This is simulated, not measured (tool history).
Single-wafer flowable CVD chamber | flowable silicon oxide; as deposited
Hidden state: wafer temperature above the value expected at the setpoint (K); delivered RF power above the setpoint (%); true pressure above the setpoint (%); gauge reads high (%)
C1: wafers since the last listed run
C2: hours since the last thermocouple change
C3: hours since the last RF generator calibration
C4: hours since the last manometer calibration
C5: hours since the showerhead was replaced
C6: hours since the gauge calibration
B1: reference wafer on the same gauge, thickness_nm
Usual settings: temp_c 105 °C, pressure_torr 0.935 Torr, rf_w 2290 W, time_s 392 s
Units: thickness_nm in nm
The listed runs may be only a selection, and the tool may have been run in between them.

run 1 hour=0.0 | temp_c=105 pressure_torr=0.935 rf_w=2290 time_s=337 | C1=0 C2=779.5 C3=2216.9 C4=1636.8 C5=3325.6 C6=625.5 | B1=259.436 | thickness_nm=216.523
run 2 hour=12.3 | temp_c=105 pressure_torr=0.935 rf_w=2290 time_s=337 | C1=33 C2=791.8 C3=2229.2 C4=1649.1 C5=3337.9 C6=637.8 | B1=259.477 | thickness_nm=217.169
run 3 hour=32.8 | temp_c=105 pressure_torr=0.935 rf_w=2290 time_s=392 | C1=55 C2=812.3 C3=2249.7 C4=1669.6 C5=3358.4 C6=658.3 | B1=259.279 | thickness_nm=253.215
run 4 hour=59.9 | temp_c=105 pressure_torr=0.935 rf_w=2290 time_s=392 | C1=72 C2=839.4 C3=2276.8 C4=1696.7 C5=3385.5 C6=685.4 | B1=258.620 | thickness_nm=252.464
run 5 hour=82.2 | temp_c=105 pressure_torr=0.935 rf_w=2290 time_s=392 | C1=59 C2=861.7 C3=2299.1 C4=1719.0 C5=3407.8 C6=707.7 | B1=258.554 | thickness_nm=254.509
run 6 hour=114.0 | temp_c=105 pressure_torr=0.935 rf_w=2290 time_s=392 | C1=85 C2=893.5 C3=2330.9 C4=1750.8 C5=3439.6 C6=739.5 | B1=259.031 | thickness_nm=255.197
run 7 hour=146.9 | temp_c=105 pressure_torr=0.935 rf_w=2290 time_s=392 | C1=88 C2=926.4 C3=2363.8 C4=1783.7 C5=3472.5 C6=772.4 | B1=258.695 | thickness_nm=255.952
run 8 hour=163.8 | temp_c=105 pressure_torr=0.935 rf_w=2560 time_s=368 | C1=45 C2=943.3 C3=2380.7 C4=1800.6 C5=3489.4 C6=789.3 | B1=258.903 | thickness_nm=244.562
run 9 hour=181.5 | temp_c=105 pressure_torr=0.935 rf_w=2290 time_s=392 | C1=47 C2=961.0 C3=2398.4 C4=1818.3 C5=3507.1 C6=807.0 | B1=258.832 | thickness_nm=253.913
run 10 hour=216.3 | temp_c=105 pressure_torr=0.935 rf_w=2290 time_s=392 | C1=93 C2=995.8 C3=2433.2 C4=1853.1 C5=3541.9 C6=841.8 | B1=258.887 | thickness_nm=255.617
-- hour=241.5 RF generator calibrated
-- hour=249.8 showerhead replaced
run 11 hour=250.3 | temp_c=105 pressure_torr=0.935 rf_w=2290 time_s=392 | C1=48 C2=1029.8 C3=8.8 C4=1887.1 C5=0.5 C6=875.8 | B1=258.535 | thickness_nm=255.010
run 12 hour=266.0 | temp_c=105 pressure_torr=0.935 rf_w=2290 time_s=392 | C1=42 C2=1045.5 C3=24.5 C4=1902.8 C5=16.2 C6=891.5 | B1=258.981 | thickness_nm=256.063
-- hour=269.9 gauge calibrated
run 13 hour=294.2 | temp_c=105 pressure_torr=0.935 rf_w=2290 time_s=392 | C1=75 C2=1073.7 C3=52.7 C4=1931.0 C5=44.4 C6=24.3 | B1=258.838 | thickness_nm=256.491
run 14 hour=307.6 | temp_c=105 pressure_torr=0.805 rf_w=2290 time_s=392 | C1=35 C2=1087.1 C3=66.1 C4=1944.4 C5=57.8 C6=37.7 | B1=258.980 | thickness_nm=222.314
run 15 hour=343.2 | temp_c=119 pressure_torr=0.935 rf_w=2290 time_s=321 | C1=95 C2=1122.7 C3=101.7 C4=1980.0 C5=93.4 C6=73.3 | B1=258.943 | thickness_nm=141.925
run 16 hour=432.8 | temp_c=120 pressure_torr=0.800 rf_w=1865 time_s=422 | C1=240 C2=1212.3 C3=191.3 C4=2069.6 C5=183.0 C6=162.9 | B1=258.936 | thickness_nm=145.798
run 17 hour=458.3 | temp_c=105 pressure_torr=0.935 rf_w=2090 time_s=392 | C1=68 C2=1237.8 C3=216.8 C4=2095.1 C5=208.5 C6=188.4 | B1=259.396 | thickness_nm=254.040
run 18 hour=484.9 | temp_c=105 pressure_torr=1.120 rf_w=2290 time_s=392 | C1=71 C2=1264.4 C3=243.4 C4=2121.7 C5=235.1 C6=215.0 | B1=259.087 | thickness_nm=310.753
run 19 hour=507.3 | temp_c=105 pressure_torr=0.935 rf_w=2290 time_s=343 | C1=60 C2=1286.8 C3=265.8 C4=2144.1 C5=257.5 C6=237.4 | B1=258.988 | thickness_nm=228.819
run 20 hour=535.1 | temp_c=105 pressure_torr=0.935 rf_w=2290 time_s=392 | C1=74 C2=1314.6 C3=293.6 C4=2171.9 C5=285.3 C6=265.2 | B1=258.798 | thickness_nm=263.616
run 21 hour=562.3 | temp_c=113 pressure_torr=0.935 rf_w=2705 time_s=347 | C1=73 C2=1341.8 C3=320.8 C4=2199.1 C5=312.5 C6=292.4 | B1=258.701 | thickness_nm=190.406
-- hour=578.6 capacitance manometer re-zeroed and calibrated
run 22 hour=585.0 | temp_c=105 pressure_torr=1.014 rf_w=2430 time_s=451 | C1=39 C2=1364.5 C3=343.5 C4=6.4 C5=335.2 C6=315.1 | B1=259.003 | thickness_nm=314.884
-- hour=611.2 thermocouple changed; heater temperature recalibrated
run 23 hour=611.7 | temp_c=105 pressure_torr=0.935 rf_w=2290 time_s=392 | C1=50 C2=0.5 C3=370.2 C4=33.1 C5=361.9 C6=341.8 | B1=259.175 | thickness_nm=243.084
run 24 hour=638.3 | temp_c=94 pressure_torr=1.169 rf_w=2620 time_s=392 | C1=71 C2=27.1 C3=396.8 C4=59.7 C5=388.5 C6=368.4 | B1=259.190 | thickness_nm=433.329
run 25 hour=729.2 | temp_c=105 pressure_torr=0.935 rf_w=2290 time_s=392 | C1=244 C2=118.0 C3=487.7 C4=150.6 C5=479.4 C6=459.3 | B1=258.868 | thickness_nm=244.278
run 26 hour=753.9 | temp_c=105 pressure_torr=0.935 rf_w=2290 time_s=392 | C1=66 C2=142.7 C3=512.4 C4=175.3 C5=504.1 C6=484.0 | B1=259.202 | thickness_nm=243.748
run 27 hour=779.0 | temp_c=99 pressure_torr=0.935 rf_w=2605 time_s=392 | C1=67 C2=167.8 C3=537.5 C4=200.4 C5=529.2 C6=509.1 | B1=258.621 | thickness_nm=299.650
run 28 hour=792.5 | temp_c=110 pressure_torr=0.935 rf_w=2000 time_s=392 | C1=36 C2=181.3 C3=551.0 C4=213.9 C5=542.7 C6=522.6 | B1=258.772 | thickness_nm=202.627
run 29 hour=820.6 | temp_c=105 pressure_torr=0.935 rf_w=2290 time_s=360 | C1=75 C2=209.4 C3=579.1 C4=242.0 C5=570.8 C6=550.7 | B1=258.985 | thickness_nm=225.342

Below, each run's measurement less what the same run would have read without the hidden state. Both values contain the same run-to-run variation, but the gauge's scatter may not be the same in both:
run=1 thickness_nm=+8.175
run=2 thickness_nm=+8.365
run=3 thickness_nm=+10.078
run=4 thickness_nm=+10.483
run=5 thickness_nm=+10.936
run=6 thickness_nm=+11.500
run=7 thickness_nm=+12.099
run=8 thickness_nm=+11.843
run=9 thickness_nm=+12.606
run=10 thickness_nm=+13.313
run=11 thickness_nm=+13.900
run=12 thickness_nm=+14.249
run=13 thickness_nm=+14.803
run=14 thickness_nm=+13.536
run=15 thickness_nm=+8.536
run=16 thickness_nm=+10.109
run=17 thickness_nm=+17.873
run=18 thickness_nm=+21.132
run=19 thickness_nm=+17.007
run=20 thickness_nm=+20.198
run=21 thickness_nm=+14.794
run=22 thickness_nm=+7.776
run=23 thickness_nm=+1.401
run=24 thickness_nm=+2.391
run=25 thickness_nm=+1.522
run=26 thickness_nm=+1.565
run=27 thickness_nm=+1.964
run=28 thickness_nm=+1.359
run=29 thickness_nm=+1.595
